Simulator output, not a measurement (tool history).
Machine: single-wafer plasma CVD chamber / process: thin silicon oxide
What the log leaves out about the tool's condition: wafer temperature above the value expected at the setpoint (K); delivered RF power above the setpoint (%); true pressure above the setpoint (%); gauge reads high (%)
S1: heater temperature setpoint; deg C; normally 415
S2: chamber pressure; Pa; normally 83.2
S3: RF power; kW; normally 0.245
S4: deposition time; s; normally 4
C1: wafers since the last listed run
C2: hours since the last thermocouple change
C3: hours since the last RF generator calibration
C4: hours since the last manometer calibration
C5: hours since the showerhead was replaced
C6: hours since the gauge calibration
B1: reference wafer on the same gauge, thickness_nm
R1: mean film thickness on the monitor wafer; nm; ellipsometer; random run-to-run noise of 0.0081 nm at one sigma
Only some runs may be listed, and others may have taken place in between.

| run | hour | S1 | S2 | S3 | S4 | C1 | C2 | C3 | C4 | C5 | C6 | B1 | R1 |
|---|---|---|---|---|---|---|---|---|---|---|---|---|---|
| 1 | 0 | 415 | 83.2 | 0.215 | 4 | 0 | 2291.8 | 1494.1 | 2709 | 5242.2 | 212.4 | 5.158 | 5.464 |
| 2 | 12.3 | 415 | 83.2 | 0.215 | 4 | 393 | 2304.1 | 1506.4 | 2721.3 | 5254.5 | 224.7 | 5.16 | 5.49 |
| 3 | 23.7 | 415 | 83.2 | 0.245 | 4 | 364 | 2315.5 | 1517.8 | 2732.7 | 5265.9 | 236.1 | 5.159 | 5.712 |
| 4 | 34.8 | 415 | 83.2 | 0.245 | 4 | 354 | 2326.6 | 1528.9 | 2743.8 | 5277 | 247.2 | 5.159 | 5.717 |
| 5 | 44.1 | 415 | 83.2 | 0.245 | 4 | 297 | 2335.9 | 1538.2 | 2753.1 | 5286.3 | 256.5 | 5.16 | 5.732 |
| 6 | 55.2 | 415 | 83.2 | 0.245 | 4 | 354 | 2347 | 1549.3 | 2764.2 | 5297.4 | 267.6 | 5.161 | 5.721 |
| 7 | 65.8 | 415 | 83.2 | 0.245 | 4 | 338 | 2357.6 | 1559.9 | 2774.8 | 5308 | 278.2 | 5.162 | 5.729 |
| 8 | 80.9 | 415 | 83.2 | 0.23 | 4 | 482 | 2372.7 | 1575 | 2789.9 | 5323.1 | 293.3 | 5.16 | 5.609 |
| 9 | 88.1 | 415 | 83.2 | 0.245 | 3.72 | 230 | 2379.9 | 1582.2 | 2797.1 | 5330.3 | 300.5 | 5.159 | 5.336 |
|  | 100.3 | gauge calibrated |
|  | 108.3 | thermocouple changed; heater temperature recalibrated |
| 10 | 108.8 | 415 | 83.2 | 0.245 | 3.72 | 406 | 0.5 | 1602.9 | 2817.8 | 5351 | 8.5 | 5.162 | 5.318 |
| 11 | 109.8 | 409 | 83.2 | 0.245 | 4 | 31 | 1.5 | 1603.9 | 2818.8 | 5352 | 9.5 | 5.16 | 5.744 |
| 12 | 119.2 | 409 | 83.2 | 0.245 | 4 | 300 | 10.9 | 1613.3 | 2828.2 | 5361.4 | 18.9 | 5.159 | 5.757 |
|  | 139.1 | showerhead replaced |
| 13 | 139.6 | 424 | 94.4 | 0.285 | 4 | 396 | 31.3 | 1633.7 | 2848.6 | 0.5 | 39.3 | 5.16 | 6.583 |
|  | 153.4 | RF generator calibrated |
| 14 | 153.9 | 425 | 73.5 | 0.215 | 4.45 | 201 | 45.6 | 0.5 | 2862.9 | 14.8 | 53.6 | 5.157 | 5.523 |
| 15 | 163.8 | 415 | 83.2 | 0.245 | 4 | 316 | 55.5 | 10.4 | 2872.8 | 24.7 | 63.5 | 5.16 | 5.73 |
| 16 | 177.6 | 425 | 83.2 | 0.215 | 4.32 | 441 | 69.3 | 24.2 | 2886.6 | 38.5 | 77.3 | 5.161 | 5.896 |
| 17 | 192.8 | 425 | 95.1 | 0.23 | 4 | 485 | 84.5 | 39.4 | 2901.8 | 53.7 | 92.5 | 5.16 | 6.161 |
| 18 | 205 | 415 | 83.2 | 0.245 | 4 | 390 | 96.7 | 51.6 | 2914 | 65.9 | 104.7 | 5.159 | 5.745 |
| 19 | 211.1 | 415 | 83.2 | 0.245 | 4.7 | 195 | 102.8 | 57.7 | 2920.1 | 72 | 110.8 | 5.159 | 6.737 |
|  | 223 | capacitance manometer re-zeroed and calibrated |
| 20 | 225.2 | 402 | 83.2 | 0.215 | 3.62 | 195 | 116.9 | 71.8 | 2.2 | 86.1 | 124.9 | 5.159 | 4.728 |
| 21 | 245.4 | 400 | 99.6 | 0.245 | 4 | 645 | 137.1 | 92 | 22.4 | 106.3 | 145.1 | 5.159 | 6.277 |
| 22 | 258.4 | 410 | 83.2 | 0.245 | 4.36 | 415 | 150.1 | 105 | 35.4 | 119.3 | 158.1 | 5.162 | 5.899 |
| 23 | 269.7 | 415 | 74.7 | 0.245 | 3.64 | 361 | 161.4 | 116.3 | 46.7 | 130.6 | 169.4 | 5.159 | 4.517 |
| 24 | 279.3 | 426 | 88.7 | 0.265 | 4 | 306 | 171 | 125.9 | 56.3 | 140.2 | 179 | 5.159 | 5.752 |
| 25 | 291.7 | 408 | 89.2 | 0.245 | 4.68 | 396 | 183.4 | 138.3 | 68.7 | 152.6 | 191.4 | 5.158 | 6.716 |

Consider 3 possible next runs. They are alternatives, not a sequence: every one starts from the tool as it was left by run 25. What does each give?
| A | 292.1 | 415 | 83.2 | 0.21 | 4 | 12 | 183.8 | 138.7 | 69.1 | 153 | 191.8 | ? | ? |
| B | 292.1 | 403 | 69.6 | 0.215 | 3.72 | 12 | 183.8 | 138.7 | 69.1 | 153 | 191.8 | ? | ? |
| C | 292.1 | 404 | 83.2 | 0.245 | 4 | 12 | 183.8 | 138.7 | 69.1 | 153 | 191.8 | ? | ? |

| run | B1 | R1 |
|---|---|---|
| A | 5.159 | 5.136 |
| B | 5.159 | 4.237 |
| C | 5.159 | 5.442 |
Had the tool no hidden state, the same runs would have come out as:
| run | R1 |
|---|---|
| A | 5.145 |
| B | 4.245 |
| C | 5.452 |
